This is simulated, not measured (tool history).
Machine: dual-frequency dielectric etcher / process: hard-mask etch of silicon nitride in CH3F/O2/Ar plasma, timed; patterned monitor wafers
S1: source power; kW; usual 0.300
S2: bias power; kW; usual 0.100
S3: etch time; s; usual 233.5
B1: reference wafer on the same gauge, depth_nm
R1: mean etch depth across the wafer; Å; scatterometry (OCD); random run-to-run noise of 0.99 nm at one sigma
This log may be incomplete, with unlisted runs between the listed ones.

{"run": 1, "hour": 0.0, "S1": 0.3, "S2": 0.1, "S3": 233.5, "B1": 161.2, "R1": 1534}
{"run": 2, "hour": 47.8, "S1": 0.3, "S2": 0.1, "S3": 233.5, "B1": 161.0, "R1": 1512}
{"hour": 133.3, "done": "wet clean of the chamber"}
{"run": 3, "hour": 133.8, "S1": 0.3, "S2": 0.1, "S3": 233.5, "B1": 161.0, "R1": 1623}
{"run": 4, "hour": 158.2, "S1": 0.3, "S2": 0.1, "S3": 233.5, "B1": 161.0, "R1": 1632}
{"run": 5, "hour": 216.4, "S1": 0.3, "S2": 0.1, "S3": 233.5, "B1": 161.1, "R1": 1620}
{"run": 6, "hour": 262.1, "S1": 0.3, "S2": 0.1, "S3": 233.5, "B1": 161.0, "R1": 1613}
{"run": 7, "hour": 288.0, "S1": 0.3, "S2": 0.113, "S3": 233.5, "B1": 161.1, "R1": 1672}
{"run": 8, "hour": 318.7, "S1": 0.3, "S2": 0.093, "S3": 233.5, "B1": 161.2, "R1": 1547}
{"hour": 456.9, "done": "source power generator calibrated"}
{"run": 9, "hour": 457.4, "S1": 0.3, "S2": 0.093, "S3": 233.5, "B1": 160.9, "R1": 1537}
{"hour": 517.6, "done": "upper electrode replaced"}
{"run": 10, "hour": 525.7, "S1": 0.3, "S2": 0.1, "S3": 233.5, "B1": 161.0, "R1": 1579}
{"hour": 584.4, "done": "gauge calibrated"}
{"run": 11, "hour": 588.4, "S1": 0.36, "S2": 0.081, "S3": 165.0, "B1": 161.0, "R1": 1081}
{"run": 12, "hour": 639.6, "S1": 0.26, "S2": 0.123, "S3": 190.0, "B1": 160.9, "R1": 1293}
{"hour": 665.6, "done": "bias power generator calibrated"}
{"hour": 689.9, "done": "wet clean of the chamber"}
{"run": 13, "hour": 696.5, "S1": 0.27, "S2": 0.119, "S3": 271.0, "B1": 161.1, "R1": 1931}
{"run": 14, "hour": 911.5, "S1": 0.3, "S2": 0.124, "S3": 287.5, "B1": 161.1, "R1": 2116}
{"run": 15, "hour": 955.4, "S1": 0.25, "S2": 0.1, "S3": 201.5, "B1": 161.0, "R1": 1272}
{"run": 16, "hour": 987.1, "S1": 0.3, "S2": 0.1, "S3": 233.5, "B1": 161.0, "R1": 1582}
{"run": 17, "hour": 1022.4, "S1": 0.3, "S2": 0.1, "S3": 288.0, "B1": 161.0, "R1": 1914}
{"run": 18, "hour": 1086.9, "S1": 0.3, "S2": 0.121, "S3": 233.5, "B1": 160.9, "R1": 1683}
{"run": 19, "hour": 1138.5, "S1": 0.3, "S2": 0.089, "S3": 281.5, "B1": 161.1, "R1": 1787}
{"hour": 1224.4, "done": "wet clean of the chamber"}
{"run": 20, "hour": 1224.9, "S1": 0.23, "S2": 0.093, "S3": 289.5, "B1": 161.0, "R1": 1795}
{"run": 21, "hour": 1229.0, "S1": 0.3, "S2": 0.1, "S3": 233.5, "B1": 161.0, "R1": 1603}
{"run": 22, "hour": 1274.1, "S1": 0.3, "S2": 0.082, "S3": 233.5, "B1": 160.9, "R1": 1492}
{"run": 23, "hour": 1326.5, "S1": 0.3, "S2": 0.1, "S3": 208.0, "B1": 161.1, "R1": 1403}
{"run": 24, "hour": 1355.2, "S1": 0.3, "S2": 0.1, "S3": 188.0, "B1": 161.0, "R1": 1277}
{"run": 25, "hour": 1504.5, "S1": 0.26, "S2": 0.12, "S3": 233.5, "B1": 161.0, "R1": 1609}
{"run": 26, "hour": 1547.4, "S1": 0.36, "S2": 0.08, "S3": 191.5, "B1": 160.8, "R1": 1264}
{"run": 27, "hour": 1578.9, "S1": 0.24, "S2": 0.078, "S3": 263.5, "B1": 161.0, "R1": 1487}
{"run": 28, "hour": 1636.6, "S1": 0.3, "S2": 0.1, "S3": 233.5, "B1": 161.0, "R1": 1535}
{"run": 29, "hour": 1665.1, "S1": 0.3, "S2": 0.118, "S3": 233.5, "B1": 160.9, "R1": 1631}
{"run": 30, "hour": 1709.5, "S1": 0.3, "S2": 0.1, "S3": 233.5, "B1": 161.1, "R1": 1534}

Run by run, hidden condition taken away, random variation retained:
What the log doesn't record here: etch rate over this chamber's usual, %; source power that arrives over what is set, %; bias power that arrives over what is set, %; gauge reads high (%).
run=1 R1=1623
run=2 R1=1609
run=3 R1=1616
run=4 R1=1629
run=5 R1=1627
run=6 R1=1629
run=7 R1=1693
run=8 R1=1571
run=9 R1=1586
run=10 R1=1641
run=11 R1=1132
run=12 R1=1362
run=13 R1=1943
run=14 R1=2180
run=15 R1=1317
run=16 R1=1644
run=17 R1=1996
run=18 R1=1768
run=19 R1=1888
run=20 R1=1810
run=21 R1=1618
run=22 R1=1513
run=23 R1=1431
run=24 R1=1307
run=25 R1=1674
run=26 R1=1321
run=27 R1=1560
run=28 R1=1620
run=29 R1=1728
run=30 R1=1633
